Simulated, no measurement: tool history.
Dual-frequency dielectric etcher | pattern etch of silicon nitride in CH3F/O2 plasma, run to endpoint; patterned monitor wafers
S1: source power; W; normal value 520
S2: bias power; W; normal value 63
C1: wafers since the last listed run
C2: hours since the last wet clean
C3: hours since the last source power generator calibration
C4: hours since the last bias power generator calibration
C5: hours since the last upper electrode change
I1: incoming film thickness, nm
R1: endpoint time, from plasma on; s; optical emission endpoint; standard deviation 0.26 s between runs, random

Run 1, hour 0: usual settings; C1 0; C2 469.3; C3 2354.6; C4 2926.9; C5 6268.8; I1 83.6. Result: R1 86.1 s.
Run 2, hour 16.7: usual settings; C1 139; C2 486; C3 2371.3; C4 2943.6; C5 6285.5; I1 83.5. Result: R1 85.6 s.
Run 3, hour 42.2: usual settings; C1 212; C2 511.5; C3 2396.8; C4 2969.1; C5 6311; I1 83.3. Result: R1 85.3 s.
Run 4, hour 76.9: usual settings; C1 288; C2 546.2; C3 2431.5; C4 3003.8; C5 6345.7; I1 83.2. Result: R1 85.3 s.
Run 5, hour 97.9: usual settings; C1 174; C2 567.2; C3 2452.5; C4 3024.8; C5 6366.7; I1 83.9. Result: R1 85.6 s.
At hour 147.5: wet clean of the chamber.
Run 6, hour 148: usual settings but S1 470 W, S2 67 W; C1 217; C2 0.5; C3 2502.6; C4 3074.9; C5 6416.8; I1 83.9. Result: R1 89.3 s.
Run 7, hour 148.4: usual settings but S1 470 W, S2 67 W; C1 3; C2 0.9; C3 2503; C4 3075.3; C5 6417.2; I1 84.3. Result: R1 90 s.
At hour 168.9: source power generator calibrated.
At hour 217.4: bias power generator calibrated.
Run 8, hour 226.5: usual settings but S1 470 W, S2 67 W; C1 583; C2 79; C3 57.6; C4 9.1; C5 6495.3; I1 83.5. Result: R1 89.1 s.
Run 9, hour 259.7: usual settings but S2 55 W; C1 276; C2 112.2; C3 90.8; C4 42.3; C5 6528.5; I1 83.4. Result: R1 88 s.
At hour 293.3: upper electrode replaced.
Run 10, hour 294.4: usual settings but S1 450 W, S2 76 W; C1 89; C2 146.9; C3 125.5; C4 77; C5 1.1; I1 84.1. Result: R1 88.7 s.
Run 11, hour 307.3: usual settings but S2 70 W; C1 107; C2 159.8; C3 138.4; C4 89.9; C5 14; I1 83. Result: R1 84.4 s.
Run 12, hour 343.1: usual settings but S1 580 W; C1 298; C2 195.6; C3 174.2; C4 125.7; C5 49.8; I1 85.8. Result: R1 85 s.
Run 13, hour 357.7: usual settings; C1 121; C2 210.2; C3 188.8; C4 140.3; C5 64.4; I1 83.1. Result: R1 85.9 s.
Run 14, hour 389.2: usual settings but S1 400 W; C1 262; C2 241.7; C3 220.3; C4 171.8; C5 95.9; I1 83.8. Result: R1 96.4 s.
Run 15, hour 422.4: usual settings but S1 580 W, S2 67 W; C1 276; C2 274.9; C3 253.5; C4 205; C5 129.1; I1 84.2. Result: R1 82.8 s.
Run 16, hour 437.5: usual settings but S2 54 W; C1 125; C2 290; C3 268.6; C4 220.1; C5 144.2; I1 84.2. Result: R1 88.6 s.
Run 17, hour 449.9: usual settings but S1 580 W, S2 52 W; C1 103; C2 302.4; C3 281; C4 232.5; C5 156.6; I1 84.2. Result: R1 85.4 s.
Run 18, hour 470.5: usual settings but S1 590 W, S2 74 W; C1 171; C2 323; C3 301.6; C4 253.1; C5 177.2; I1 82.9. Result: R1 79.2 s.
Run 19, hour 482.8: usual settings; C1 102; C2 335.3; C3 313.9; C4 265.4; C5 189.5; I1 83.9. Result: R1 86.4 s.

3 options for the next run, each taken on its own from the tool as it stands now. Forecast them:
Run A, hour 483.3: usual settings; C1 4; C2 335.8; C3 314.4; C4 265.9; C5 190; I1 83.4. Result: R1 ?.
Run B, hour 483.3: usual settings but S1 420 W, S2 69 W; C1 4; C2 335.8; C3 314.4; C4 265.9; C5 190; I1 83.4. Result: R1 ?.
Run C, hour 483.3: usual settings but S2 71 W; C1 4; C2 335.8; C3 314.4; C4 265.9; C5 190; I1 83.4. Result: R1 ?.

run    R1
  A  86.1
  B  92.2
  C  84.3
Without the tool's unlogged condition, the same runs would have read:
run    R1
  A  86.7
  B  92.8
  C  84.9

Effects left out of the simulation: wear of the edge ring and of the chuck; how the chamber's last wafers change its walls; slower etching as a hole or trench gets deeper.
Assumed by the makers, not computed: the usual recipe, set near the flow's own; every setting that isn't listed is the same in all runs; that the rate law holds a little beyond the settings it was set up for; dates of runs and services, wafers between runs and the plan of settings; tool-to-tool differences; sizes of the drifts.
